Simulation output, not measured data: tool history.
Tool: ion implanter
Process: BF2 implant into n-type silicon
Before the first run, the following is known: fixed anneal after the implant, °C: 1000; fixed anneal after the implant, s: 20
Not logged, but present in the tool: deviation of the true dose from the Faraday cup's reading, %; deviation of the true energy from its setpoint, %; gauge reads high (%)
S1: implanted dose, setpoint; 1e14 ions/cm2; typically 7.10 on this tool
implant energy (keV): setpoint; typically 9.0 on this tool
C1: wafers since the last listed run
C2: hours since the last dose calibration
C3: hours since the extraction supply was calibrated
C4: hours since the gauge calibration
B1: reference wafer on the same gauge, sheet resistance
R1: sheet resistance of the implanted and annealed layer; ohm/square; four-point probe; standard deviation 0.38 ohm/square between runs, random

run 1 hour=0.0 | S1=7.10 implant_energy_(keV)=9.0 | C1=0 C2=703.8 C3=4224.0 C4=445.7 | B1=285.07 | R1=253.62
run 2 hour=16.5 | S1=7.10 implant_energy_(keV)=9.0 | C1=365 C2=720.3 C3=4240.5 C4=462.2 | B1=284.98 | R1=254.72
run 3 hour=28.3 | S1=7.10 implant_energy_(keV)=9.0 | C1=261 C2=732.1 C3=4252.3 C4=474.0 | B1=284.96 | R1=254.14
run 4 hour=42.9 | S1=7.10 implant_energy_(keV)=9.0 | C1=323 C2=746.7 C3=4266.9 C4=488.6 | B1=285.14 | R1=254.58
run 5 hour=49.7 | S1=7.10 implant_energy_(keV)=9.0 | C1=150 C2=753.5 C3=4273.7 C4=495.4 | B1=285.06 | R1=254.16
run 6 hour=64.2 | S1=7.10 implant_energy_(keV)=9.0 | C1=321 C2=768.0 C3=4288.2 C4=509.9 | B1=284.90 | R1=254.42
run 7 hour=103.4 | S1=7.10 implant_energy_(keV)=9.0 | C1=868 C2=807.2 C3=4327.4 C4=549.1 | B1=285.04 | R1=254.87
run 8 hour=111.1 | S1=7.10 implant_energy_(keV)=9.0 | C1=170 C2=814.9 C3=4335.1 C4=556.8 | B1=285.00 | R1=254.59
run 9 hour=127.9 | S1=7.10 implant_energy_(keV)=9.0 | C1=372 C2=831.7 C3=4351.9 C4=573.6 | B1=285.07 | R1=255.12
run 10 hour=141.6 | S1=7.10 implant_energy_(keV)=9.0 | C1=303 C2=845.4 C3=4365.6 C4=587.3 | B1=284.99 | R1=254.35
run 11 hour=156.1 | S1=7.10 implant_energy_(keV)=9.0 | C1=321 C2=859.9 C3=4380.1 C4=601.8 | B1=285.03 | R1=254.26
-- hour=163.4 gauge calibrated
-- hour=167.6 extraction supply calibrated
run 12 hour=172.3 | S1=7.10 implant_energy_(keV)=9.0 | C1=181 C2=876.1 C3=4.7 C4=8.9 | B1=285.05 | R1=254.52
run 13 hour=225.8 | S1=7.10 implant_energy_(keV)=9.0 | C1=1185 C2=929.6 C3=58.2 C4=62.4 | B1=284.97 | R1=254.08
run 14 hour=238.3 | S1=7.10 implant_energy_(keV)=9.0 | C1=277 C2=942.1 C3=70.7 C4=74.9 | B1=284.98 | R1=254.38
run 15 hour=245.0 | S1=7.10 implant_energy_(keV)=8.0 | C1=148 C2=948.8 C3=77.4 C4=81.6 | B1=285.06 | R1=264.32
run 16 hour=252.0 | S1=8.45 implant_energy_(keV)=7.5 | C1=155 C2=955.8 C3=84.4 C4=88.6 | B1=285.07 | R1=253.22
run 17 hour=260.4 | S1=6.47 implant_energy_(keV)=11.5 | C1=186 C2=964.2 C3=92.8 C4=97.0 | B1=285.05 | R1=244.00
run 18 hour=268.2 | S1=7.10 implant_energy_(keV)=7.0 | C1=172 C2=972.0 C3=100.6 C4=104.8 | B1=284.93 | R1=275.79
run 19 hour=277.7 | S1=7.10 implant_energy_(keV)=12.0 | C1=210 C2=981.5 C3=110.1 C4=114.3 | B1=285.07 | R1=232.25
run 20 hour=295.2 | S1=7.81 implant_energy_(keV)=11.0 | C1=387 C2=999.0 C3=127.6 C4=131.8 | B1=284.98 | R1=230.96
run 21 hour=311.9 | S1=7.10 implant_energy_(keV)=6.0 | C1=370 C2=1015.7 C3=144.3 C4=148.5 | B1=284.99 | R1=288.97
run 22 hour=329.5 | S1=7.10 implant_energy_(keV)=9.0 | C1=390 C2=1033.3 C3=161.9 C4=166.1 | B1=284.96 | R1=254.29
run 23 hour=346.7 | S1=7.10 implant_energy_(keV)=7.0 | C1=381 C2=1050.5 C3=179.1 C4=183.3 | B1=284.94 | R1=275.02
run 24 hour=363.4 | S1=7.80 implant_energy_(keV)=6.5 | C1=370 C2=1067.2 C3=195.8 C4=200.0 | B1=285.02 | R1=271.26
run 25 hour=378.2 | S1=7.10 implant_energy_(keV)=9.0 | C1=328 C2=1082.0 C3=210.6 C4=214.8 | B1=284.97 | R1=254.69
run 26 hour=393.1 | S1=5.33 implant_energy_(keV)=10.0 | C1=330 C2=1096.9 C3=225.5 C4=229.7 | B1=284.92 | R1=279.42
run 27 hour=399.2 | S1=5.87 implant_energy_(keV)=6.0 | C1=135 C2=1103.0 C3=231.6 C4=235.8 | B1=285.01 | R1=315.88
run 28 hour=409.1 | S1=7.91 implant_energy_(keV)=11.0 | C1=219 C2=1112.9 C3=241.5 C4=245.7 | B1=285.08 | R1=229.77
-- hour=439.4 Faraday cup replaced and dose calibrated
run 29 hour=454.6 | S1=7.80 implant_energy_(keV)=6.5 | C1=831 C2=15.2 C3=287.0 C4=291.2 | B1=285.11 | R1=268.02
run 30 hour=465.6 | S1=7.10 implant_energy_(keV)=9.0 | C1=243 C2=26.2 C3=298.0 C4=302.2 | B1=285.04 | R1=251.52
run 31 hour=475.3 | S1=7.10 implant_energy_(keV)=9.0 | C1=214 C2=35.9 C3=307.7 C4=311.9 | B1=284.83 | R1=251.19
run 32 hour=492.6 | S1=7.10 implant_energy_(keV)=9.0 | C1=383 C2=53.2 C3=325.0 C4=329.2 | B1=284.90 | R1=251.98
run 33 hour=506.3 | S1=7.10 implant_energy_(keV)=9.0 | C1=303 C2=66.9 C3=338.7 C4=342.9 | B1=285.01 | R1=251.84
run 34 hour=515.0 | S1=7.10 implant_energy_(keV)=6.5 | C1=192 C2=75.6 C3=347.4 C4=351.6 | B1=284.99 | R1=278.65
run 35 hour=531.9 | S1=7.94 implant_energy_(keV)=9.0 | C1=374 C2=92.5 C3=364.3 C4=368.5 | B1=285.01 | R1=242.02
run 36 hour=541.1 | S1=8.99 implant_energy_(keV)=10.5 | C1=203 C2=101.7 C3=373.5 C4=377.7 | B1=285.09 | R1=221.81
run 37 hour=551.9 | S1=7.10 implant_energy_(keV)=11.5 | C1=239 C2=112.5 C3=384.3 C4=388.5 | B1=284.95 | R1=233.47
run 38 hour=568.8 | S1=8.13 implant_energy_(keV)=7.0 | C1=374 C2=129.4 C3=401.2 C4=405.4 | B1=285.05 | R1=259.46

Selected run-to-run steps in R1, each split into two signed amounts: the part the tool would show with no hidden state at all (from settings, incoming material and random variation), and the remainder, which goes to the hidden state together with any gauge scatter not common to the measured and the hidden-state-free results:
Run 18 -> 19: implant energy (keV) 7.0 -> 12.0. R1 -43.54 ohm/square: hidden state -0.88, all else -42.66.
Run 20 -> 21: S1 7.81 -> 7.10, implant energy (keV) 11.0 -> 6.0. R1 +58.01 ohm/square: hidden state +1.76, all else +56.25.
Run 25 -> 26: S1 7.10 -> 5.33, implant energy (keV) 9.0 -> 10.0. R1 +24.73 ohm/square: hidden state +1.80, all else +22.93.
Run 27 -> 28: S1 5.87 -> 7.91, implant energy (keV) 6.0 -> 11.0. R1 -86.11 ohm/square: hidden state -3.32, all else -82.79.
Run 28 -> 29: S1 7.91 -> 7.80, implant energy (keV) 11.0 -> 6.5, Faraday cup replaced and dose calibrated. R1 +38.25 ohm/square: hidden state -2.86, all else +41.11.

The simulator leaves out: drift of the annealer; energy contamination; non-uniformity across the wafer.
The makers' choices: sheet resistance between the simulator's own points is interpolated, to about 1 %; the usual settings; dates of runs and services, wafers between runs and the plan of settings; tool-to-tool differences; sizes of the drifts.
